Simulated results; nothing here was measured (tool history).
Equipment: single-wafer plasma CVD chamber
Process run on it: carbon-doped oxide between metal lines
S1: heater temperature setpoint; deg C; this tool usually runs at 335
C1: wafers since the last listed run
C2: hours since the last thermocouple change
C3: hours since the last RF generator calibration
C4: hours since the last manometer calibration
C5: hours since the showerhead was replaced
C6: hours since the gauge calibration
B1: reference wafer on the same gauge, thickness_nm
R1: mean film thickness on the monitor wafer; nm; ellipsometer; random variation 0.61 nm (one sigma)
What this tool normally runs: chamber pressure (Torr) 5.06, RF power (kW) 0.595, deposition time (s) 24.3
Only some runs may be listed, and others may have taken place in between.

run 1 day=0.000 | S1=335 chamber_pressure_(Torr)=5.06 RF_power_(kW)=0.595 deposition_time_(s)=24.3 | C1=0 C2=774.9 C3=396.1 C4=0.5 C5=6610.9 C6=2851.6 | B1=156.103 | R1=149.329
run 2 day=4.125 | S1=335 chamber_pressure_(Torr)=5.06 RF_power_(kW)=0.555 deposition_time_(s)=24.3 | C1=2503 C2=873.9 C3=495.1 C4=99.5 C5=6709.9 C6=2950.6 | B1=155.691 | R1=143.388
run 3 day=7.188 | S1=335 chamber_pressure_(Torr)=5.06 RF_power_(kW)=0.595 deposition_time_(s)=24.3 | C1=1858 C2=947.4 C3=568.6 C4=173.0 C5=6783.4 C6=3024.1 | B1=156.127 | R1=148.911
run 4 day=11.129 | S1=335 chamber_pressure_(Torr)=5.06 RF_power_(kW)=0.595 deposition_time_(s)=24.3 | C1=2391 C2=1042.0 C3=663.2 C4=267.6 C5=6878.0 C6=3118.7 | B1=155.631 | R1=148.092
run 5 day=13.517 | S1=335 chamber_pressure_(Torr)=5.06 RF_power_(kW)=0.595 deposition_time_(s)=24.3 | C1=1448 C2=1099.3 C3=720.5 C4=324.9 C5=6935.3 C6=3176.0 | B1=155.678 | R1=148.519
run 6 day=17.629 | S1=335 chamber_pressure_(Torr)=5.06 RF_power_(kW)=0.595 deposition_time_(s)=24.3 | C1=2495 C2=1198.0 C3=819.2 C4=423.6 C5=7034.0 C6=3274.7 | B1=155.129 | R1=148.002
run 7 day=19.417 | S1=335 chamber_pressure_(Torr)=5.06 RF_power_(kW)=0.595 deposition_time_(s)=24.3 | C1=1084 C2=1240.9 C3=862.1 C4=466.5 C5=7076.9 C6=3317.6 | B1=155.185 | R1=149.109
-- day=20.750 thermocouple changed; heater temperature recalibrated
-- day=22.904 showerhead replaced
run 8 day=29.812 | S1=335 chamber_pressure_(Torr)=5.06 RF_power_(kW)=0.595 deposition_time_(s)=25.7 | C1=5903 C2=217.5 C3=1111.6 C4=716.0 C5=165.8 C6=3567.1 | B1=154.680 | R1=155.919
run 9 day=33.292 | S1=343 chamber_pressure_(Torr)=5.06 RF_power_(kW)=0.655 deposition_time_(s)=24.3 | C1=2111 C2=301.0 C3=1195.1 C4=799.5 C5=249.3 C6=3650.6 | B1=154.677 | R1=151.743
-- day=33.788 RF generator calibrated
run 10 day=37.658 | S1=335 chamber_pressure_(Torr)=5.06 RF_power_(kW)=0.595 deposition_time_(s)=24.3 | C1=2447 C2=405.8 C3=92.9 C4=904.3 C5=354.1 C6=3755.4 | B1=154.432 | R1=147.558
run 11 day=40.692 | S1=335 chamber_pressure_(Torr)=5.06 RF_power_(kW)=0.595 deposition_time_(s)=24.3 | C1=1840 C2=478.6 C3=165.7 C4=977.1 C5=426.9 C6=3828.2 | B1=154.524 | R1=147.199
run 12 day=44.554 | S1=335 chamber_pressure_(Torr)=5.06 RF_power_(kW)=0.595 deposition_time_(s)=24.3 | C1=2343 C2=571.3 C3=258.4 C4=1069.8 C5=519.6 C6=3920.9 | B1=154.096 | R1=147.243
-- day=45.425 gauge calibrated
run 13 day=46.575 | S1=349 chamber_pressure_(Torr)=4.25 RF_power_(kW)=0.560 deposition_time_(s)=25.9 | C1=1226 C2=619.8 C3=306.9 C4=1118.3 C5=568.1 C6=27.6 | B1=161.231 | R1=147.576
run 14 day=50.550 | S1=343 chamber_pressure_(Torr)=4.13 RF_power_(kW)=0.550 deposition_time_(s)=26.7 | C1=2412 C2=715.2 C3=402.3 C4=1213.7 C5=663.5 C6=123.0 | B1=160.965 | R1=152.785
run 15 day=52.762 | S1=344 chamber_pressure_(Torr)=5.06 RF_power_(kW)=0.595 deposition_time_(s)=24.3 | C1=1342 C2=768.3 C3=455.4 C4=1266.8 C5=716.6 C6=176.1 | B1=160.882 | R1=148.307
run 16 day=57.012 | S1=325 chamber_pressure_(Torr)=5.06 RF_power_(kW)=0.595 deposition_time_(s)=27.9 | C1=2578 C2=870.3 C3=557.4 C4=1368.8 C5=818.6 C6=278.1 | B1=160.628 | R1=183.435
run 17 day=59.692 | S1=339 chamber_pressure_(Torr)=6.09 RF_power_(kW)=0.595 deposition_time_(s)=21.5 | C1=1625 C2=934.6 C3=621.7 C4=1433.1 C5=882.9 C6=342.4 | B1=160.449 | R1=137.742
run 18 day=63.642 | S1=335 chamber_pressure_(Torr)=5.06 RF_power_(kW)=0.700 deposition_time_(s)=24.3 | C1=2396 C2=1029.4 C3=716.5 C4=1527.9 C5=977.7 C6=437.2 | B1=160.538 | R1=169.374
-- day=66.025 thermocouple changed; heater temperature recalibrated
run 19 day=66.046 | S1=335 chamber_pressure_(Torr)=5.06 RF_power_(kW)=0.595 deposition_time_(s)=24.3 | C1=1256 C2=0.5 C3=774.2 C4=1585.6 C5=1035.4 C6=494.9 | B1=160.258 | R1=152.758
-- day=68.092 capacitance manometer re-zeroed and calibrated
run 20 day=69.154 | S1=335 chamber_pressure_(Torr)=5.06 RF_power_(kW)=0.695 deposition_time_(s)=24.3 | C1=1683 C2=75.1 C3=848.8 C4=25.5 C5=1110.0 C6=569.5 | B1=159.979 | R1=167.852
run 21 day=73.412 | S1=330 chamber_pressure_(Torr)=3.91 RF_power_(kW)=0.595 deposition_time_(s)=26.8 | C1=2583 C2=177.3 C3=951.0 C4=127.7 C5=1212.2 C6=671.7 | B1=159.787 | R1=166.102
run 22 day=75.183 | S1=343 chamber_pressure_(Torr)=4.49 RF_power_(kW)=0.595 deposition_time_(s)=27.8 | C1=1074 C2=219.8 C3=993.5 C4=170.2 C5=1254.7 C6=714.2 | B1=159.793 | R1=167.050
run 23 day=79.612 | S1=335 chamber_pressure_(Torr)=5.06 RF_power_(kW)=0.595 deposition_time_(s)=29.1 | C1=2687 C2=326.1 C3=1099.8 C4=276.5 C5=1361.0 C6=820.5 | B1=159.670 | R1=181.531
run 24 day=81.429 | S1=321 chamber_pressure_(Torr)=5.06 RF_power_(kW)=0.595 deposition_time_(s)=24.3 | C1=1102 C2=369.7 C3=1143.4 C4=320.1 C5=1404.6 C6=864.1 | B1=159.619 | R1=161.227
-- day=82.358 RF generator calibrated
run 25 day=85.217 | S1=335 chamber_pressure_(Torr)=5.06 RF_power_(kW)=0.595 deposition_time_(s)=24.3 | C1=2095 C2=460.6 C3=68.6 C4=411.0 C5=1495.5 C6=955.0 | B1=159.456 | R1=151.655
run 26 day=86.758 | S1=322 chamber_pressure_(Torr)=5.44 RF_power_(kW)=0.640 deposition_time_(s)=28.0 | C1=935 C2=497.6 C3=105.6 C4=448.0 C5=1532.5 C6=992.0 | B1=159.358 | R1=194.954
run 27 day=88.633 | S1=335 chamber_pressure_(Torr)=5.06 RF_power_(kW)=0.595 deposition_time_(s)=24.3 | C1=1137 C2=542.6 C3=150.6 C4=493.0 C5=1577.5 C6=1037.0 | B1=158.974 | R1=152.890
run 28 day=93.042 | S1=335 chamber_pressure_(Torr)=5.06 RF_power_(kW)=0.595 deposition_time_(s)=24.3 | C1=2674 C2=648.4 C3=256.4 C4=598.8 C5=1683.3 C6=1142.8 | B1=158.859 | R1=152.118
run 29 day=96.917 | S1=335 chamber_pressure_(Torr)=5.06 RF_power_(kW)=0.595 deposition_time_(s)=24.3 | C1=2351 C2=741.4 C3=349.4 C4=691.8 C5=1776.3 C6=1235.8 | B1=158.795 | R1=151.343

Branching from run 29: 3 alternative next runs. What would each branch give?
run A day=96.933 | S1=335 chamber_pressure_(Torr)=5.06 RF_power_(kW)=0.595 deposition_time_(s)=24.3 | C1=10 C2=741.8 C3=349.8 C4=692.2 C5=1776.7 C6=1236.2 | B1=? | R1=?
run B day=96.933 | S1=327 chamber_pressure_(Torr)=5.06 RF_power_(kW)=0.505 deposition_time_(s)=26.7 | C1=10 C2=741.8 C3=349.8 C4=692.2 C5=1776.7 C6=1236.2 | B1=? | R1=?
run C day=96.933 | S1=335 chamber_pressure_(Torr)=5.06 RF_power_(kW)=0.475 deposition_time_(s)=24.3 | C1=10 C2=741.8 C3=349.8 C4=692.2 C5=1776.7 C6=1236.2 | B1=? | R1=?

run=A B1=158.964 R1=151.333
run=B B1=158.964 R1=154.988
run=C B1=158.964 R1=131.692
With no hidden state in the tool, these same runs would have given:
run=A R1=153.430
run=B R1=157.135
run=C R1=133.516

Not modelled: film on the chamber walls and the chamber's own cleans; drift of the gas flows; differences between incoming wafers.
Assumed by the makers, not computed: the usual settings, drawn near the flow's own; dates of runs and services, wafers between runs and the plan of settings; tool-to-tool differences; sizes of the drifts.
